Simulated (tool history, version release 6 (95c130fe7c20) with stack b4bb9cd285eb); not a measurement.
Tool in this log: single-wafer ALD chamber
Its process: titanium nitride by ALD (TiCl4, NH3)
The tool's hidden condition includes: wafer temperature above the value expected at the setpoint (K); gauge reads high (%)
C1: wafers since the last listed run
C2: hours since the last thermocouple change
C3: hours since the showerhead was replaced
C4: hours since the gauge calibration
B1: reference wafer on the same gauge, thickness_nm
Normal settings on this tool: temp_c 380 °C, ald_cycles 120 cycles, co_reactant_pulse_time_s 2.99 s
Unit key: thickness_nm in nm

Run 1, hour 0: usual settings but temp_c 384 °C; C1 0; C2 941.1; C3 4224; C4 162.9; B1 2.861. Result: thickness_nm 2.695 nm.
Run 2, hour 71.6: usual settings but temp_c 384 °C; C1 145; C2 1012.7; C3 4295.6; C4 234.5; B1 2.86. Result: thickness_nm 2.693 nm.
Run 3, hour 125.4: usual settings; C1 109; C2 1066.5; C3 4349.4; C4 288.3; B1 2.861. Result: thickness_nm 2.685 nm.
Run 4, hour 151.9: usual settings; C1 53; C2 1093; C3 4375.9; C4 314.8; B1 2.86. Result: thickness_nm 2.688 nm.
Run 5, hour 201.2: usual settings; C1 99; C2 1142.3; C3 4425.2; C4 364.1; B1 2.861. Result: thickness_nm 2.697 nm.
Run 6, hour 245.5: usual settings; C1 89; C2 1186.6; C3 4469.5; C4 408.4; B1 2.86. Result: thickness_nm 2.698 nm.
Run 7, hour 305: usual settings; C1 120; C2 1246.1; C3 4529; C4 467.9; B1 2.86. Result: thickness_nm 2.687 nm.
Run 8, hour 365: usual settings but co_reactant_pulse_time_s 3.92 s; C1 121; C2 1306.1; C3 4589; C4 527.9; B1 2.858. Result: thickness_nm 2.713 nm.
Run 9, hour 422.4: usual settings but co_reactant_pulse_time_s 3.92 s; C1 116; C2 1363.5; C3 4646.4; C4 585.3; B1 2.86. Result: thickness_nm 2.713 nm.
Run 10, hour 491.2: usual settings but temp_c 366 °C; C1 139; C2 1432.3; C3 4715.2; C4 654.1; B1 2.86. Result: thickness_nm 2.633 nm.
Run 11, hour 559.5: usual settings but temp_c 375 °C, ald_cycles 98 cycles, co_reactant_pulse_time_s 3.51 s; C1 138; C2 1500.6; C3 4783.5; C4 722.4; B1 2.859. Result: thickness_nm 2.2 nm.
Run 12, hour 630.7: usual settings but temp_c 375 °C, ald_cycles 112 cycles, co_reactant_pulse_time_s 1.93 s; C1 144; C2 1571.8; C3 4854.7; C4 793.6; B1 2.861. Result: thickness_nm 2.444 nm.
At hour 657.3: gauge calibrated.
At hour 666.8: showerhead replaced.
At hour 750.4: thermocouple changed; heater temperature recalibrated.
Run 13, hour 814.9: usual settings; C1 341; C2 64.5; C3 148.1; C4 157.6; B1 2.861. Result: thickness_nm 2.677 nm.
Run 14, hour 842.3: usual settings but temp_c 370 °C, ald_cycles 134 cycles, co_reactant_pulse_time_s 2.55 s; C1 55; C2 91.9; C3 175.5; C4 185; B1 2.861. Result: thickness_nm 2.946 nm.
Run 15, hour 913: usual settings; C1 143; C2 162.6; C3 246.2; C4 255.7; B1 2.86. Result: thickness_nm 2.699 nm.
Run 16, hour 961.2: usual settings but temp_c 373 °C, ald_cycles 137 cycles, co_reactant_pulse_time_s 1.81 s; C1 97; C2 210.8; C3 294.4; C4 303.9; B1 2.859. Result: thickness_nm 2.972 nm.
Run 17, hour 998.8: usual settings but temp_c 370 °C, ald_cycles 134 cycles, co_reactant_pulse_time_s 2.55 s; C1 76; C2 248.4; C3 332; C4 341.5; B1 2.862. Result: thickness_nm 2.944 nm.
Run 18, hour 1056.8: usual settings but ald_cycles 128 cycles, co_reactant_pulse_time_s 3.79 s; C1 117; C2 306.4; C3 390; C4 399.5; B1 2.859. Result: thickness_nm 2.891 nm.
Run 19, hour 1127: usual settings; C1 142; C2 376.6; C3 460.2; C4 469.7; B1 2.861. Result: thickness_nm 2.692 nm.

What differs in the tool's unlogged condition from the final listed run ahead of each entry between runs to the first listed run following it?
After run 12, before run 13: gauge calibrated (hour 657.3); showerhead replaced (hour 666.8); thermocouple changed; heater temperature recalibrated (hour 750.4)
  both runs share identical hidden conditions

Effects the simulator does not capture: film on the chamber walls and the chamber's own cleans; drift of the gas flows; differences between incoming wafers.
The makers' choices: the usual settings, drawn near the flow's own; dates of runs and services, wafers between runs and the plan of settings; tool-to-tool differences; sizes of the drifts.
